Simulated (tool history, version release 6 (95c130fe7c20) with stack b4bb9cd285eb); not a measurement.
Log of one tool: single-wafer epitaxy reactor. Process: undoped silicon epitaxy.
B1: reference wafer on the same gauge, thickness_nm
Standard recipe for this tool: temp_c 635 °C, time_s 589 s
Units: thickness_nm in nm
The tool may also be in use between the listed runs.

run 1 hour=0.0 | temp_c=631 time_s=518 | B1=67.610 | thickness_nm=62.822
run 2 hour=42.4 | temp_c=625 time_s=647 | B1=67.642 | thickness_nm=67.386
run 3 hour=146.7 | temp_c=625 time_s=647 | B1=67.595 | thickness_nm=67.470
run 4 hour=236.1 | temp_c=625 time_s=647 | B1=67.634 | thickness_nm=66.898
run 5 hour=363.1 | temp_c=635 time_s=589 | B1=67.615 | thickness_nm=77.830
run 6 hour=444.0 | temp_c=642 time_s=502 | B1=67.561 | thickness_nm=78.078
-- hour=446.0 gauge calibrated
run 7 hour=537.3 | temp_c=635 time_s=589 | B1=67.634 | thickness_nm=77.535
run 8 hour=603.3 | temp_c=635 time_s=589 | B1=67.597 | thickness_nm=77.458
run 9 hour=656.3 | temp_c=646 time_s=509 | B1=67.576 | thickness_nm=87.032
-- hour=742.7 pyrometer calibrated
run 10 hour=756.7 | temp_c=635 time_s=558 | B1=67.605 | thickness_nm=75.846
run 11 hour=843.9 | temp_c=635 time_s=654 | B1=67.578 | thickness_nm=88.939
run 12 hour=880.5 | temp_c=625 time_s=647 | B1=67.646 | thickness_nm=68.033
run 13 hour=957.9 | temp_c=624 time_s=647 | B1=67.619 | thickness_nm=66.314
run 14 hour=1037.0 | temp_c=622 time_s=629 | B1=67.558 | thickness_nm=61.385
run 15 hour=1073.4 | temp_c=641 time_s=589 | B1=67.601 | thickness_nm=91.302
run 16 hour=1157.0 | temp_c=635 time_s=589 | B1=67.585 | thickness_nm=79.169

What if the next run were any one of these 5? Each begins from the tool's condition after run 16:
run A hour=1157.6 | temp_c=630 time_s=589 | B1=? | thickness_nm=?
run B hour=1157.6 | temp_c=630 time_s=538 | B1=? | thickness_nm=?
run C hour=1157.6 | temp_c=635 time_s=483 | B1=? | thickness_nm=?
run D hour=1157.6 | temp_c=646 time_s=521 | B1=? | thickness_nm=?
run E hour=1157.6 | temp_c=645 time_s=486 | B1=? | thickness_nm=?

run=A B1=67.608 thickness_nm=70.405
run=B B1=67.608 thickness_nm=64.309
run=C B1=67.608 thickness_nm=65.265
run=D B1=67.608 thickness_nm=91.726
run=E B1=67.608 thickness_nm=83.554
The same runs, with their run-to-run variation unchanged, on a tool lacking any hidden condition would have given:
run=A thickness_nm=70.956
run=B thickness_nm=64.812
run=C thickness_nm=65.769
run=D thickness_nm=92.416
run=E thickness_nm=84.184
